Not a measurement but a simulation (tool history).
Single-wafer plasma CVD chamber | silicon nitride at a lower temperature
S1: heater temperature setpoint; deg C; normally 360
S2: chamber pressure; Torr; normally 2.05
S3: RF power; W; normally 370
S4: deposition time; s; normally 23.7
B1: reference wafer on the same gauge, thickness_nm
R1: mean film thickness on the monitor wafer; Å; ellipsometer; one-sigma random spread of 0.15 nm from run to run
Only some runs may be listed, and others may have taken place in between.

| run | hour | S1 | S2 | S3 | S4 | B1 | R1 |
|---|---|---|---|---|---|---|---|
| 1 | 0.0 | 360 | 2.05 | 370 | 23.7 | 30.025 | 324.12 |
| 2 | 30.5 | 360 | 2.05 | 370 | 23.7 | 29.995 | 323.59 |
| 3 | 57.8 | 360 | 2.05 | 370 | 23.7 | 29.954 | 322.79 |
| 4 | 121.5 | 360 | 2.05 | 370 | 23.7 | 29.971 | 322.37 |
| 5 | 152.3 | 360 | 2.05 | 370 | 23.7 | 30.010 | 320.85 |
| 6 | 189.0 | 360 | 2.05 | 370 | 23.7 | 29.991 | 324.62 |
| 7 | 226.7 | 360 | 2.05 | 370 | 23.7 | 29.937 | 321.22 |
| 8 | 384.7 | 360 | 2.05 | 370 | 23.7 | 30.018 | 320.34 |
| 9 | 443.3 | 360 | 2.05 | 370 | 23.7 | 30.007 | 317.44 |
| 10 | 493.9 | 360 | 2.05 | 370 | 23.7 | 30.016 | 319.41 |
| 11 | 529.1 | 360 | 2.05 | 370 | 23.7 | 30.046 | 318.66 |
| 12 | 574.7 | 360 | 2.05 | 370 | 23.7 | 29.915 | 329.40 |
| 13 | 625.5 | 360 | 2.05 | 370 | 23.7 | 30.028 | 331.71 |
| 14 | 653.5 | 368 | 1.71 | 370 | 23.7 | 29.936 | 303.69 |
| 15 | 687.5 | 360 | 2.49 | 310 | 23.7 | 29.934 | 304.65 |
| 16 | 732.4 | 360 | 2.05 | 370 | 23.7 | 30.018 | 327.06 |
| 17 | 762.3 | 360 | 2.26 | 325 | 23.7 | 30.005 | 319.18 |
| 18 | 786.8 | 346 | 2.05 | 370 | 21.1 | 30.022 | 302.57 |
| 19 | 838.8 | 366 | 2.30 | 370 | 23.7 | 29.971 | 353.33 |
| 20 | 879.7 | 370 | 2.05 | 370 | 23.7 | 30.060 | 333.76 |
| 21 | 929.8 | 360 | 2.05 | 300 | 23.7 | 30.033 | 282.97 |
| 22 | 971.6 | 360 | 2.05 | 370 | 23.7 | 30.066 | 335.28 |
| 23 | 1020.8 | 360 | 2.05 | 370 | 23.7 | 29.998 | 330.39 |
| 24 | 1072.5 | 360 | 2.05 | 340 | 23.7 | 30.012 | 310.36 |
| 25 | 1121.1 | 360 | 2.21 | 370 | 22.3 | 29.961 | 320.70 |
| 26 | 1185.9 | 360 | 2.05 | 370 | 23.7 | 29.997 | 328.02 |
| 27 | 1238.4 | 368 | 2.35 | 390 | 21.3 | 30.042 | 323.19 |
| 28 | 1278.8 | 360 | 2.05 | 370 | 23.7 | 29.937 | 327.96 |
| 29 | 1341.0 | 360 | 2.05 | 370 | 23.7 | 30.081 | 328.75 |

Removed from this log: 5 entries logged between the listed runs. Between which two listed runs does each belong, and how does the tool's hidden state at the listed run before it compare with that at the listed run after it?
Between runs 11 and 12: capacitance manometer re-zeroed and calibrated (hour 562.7)
  delivered RF power above the setpoint (%): -4.81 -> -4.89; true pressure above the setpoint (%): -8.56 -> 0.315
  the result without the hidden state subtracted from the measured one, R1: -24.67 -> -12.34 Å
Between runs 14 and 15: gauge calibrated (hour 656.2)
  delivered RF power above the setpoint (%): -5.01 -> -5.05; true pressure above the setpoint (%): 0.0528 -> -0.0603
  the result without the hidden state subtracted from the measured one, R1: -11.99 -> -13.14 Å
Between runs 15 and 16: showerhead replaced (hour 696.3)
  delivered RF power above the setpoint (%): -5.05 -> -5.1; true pressure above the setpoint (%): -0.0603 -> -0.21
  the result without the hidden state subtracted from the measured one, R1: -13.14 -> -13.53 Å
Between runs 16 and 17: RF generator calibrated (hour 750.9)
  delivered RF power above the setpoint (%): -5.1 -> -0.967; true pressure above the setpoint (%): -0.21 -> -0.309
  the result without the hidden state subtracted from the measured one, R1: -13.53 -> -2.84 Å
Between runs 20 and 21: thermocouple changed; heater temperature recalibrated (hour 891.0)
  delivered RF power above the setpoint (%): -2.24 -> -2.67; true pressure above the setpoint (%): -0.7 -> -0.866
  the result without the hidden state subtracted from the measured one, R1: -6.70 -> -7.24 Å
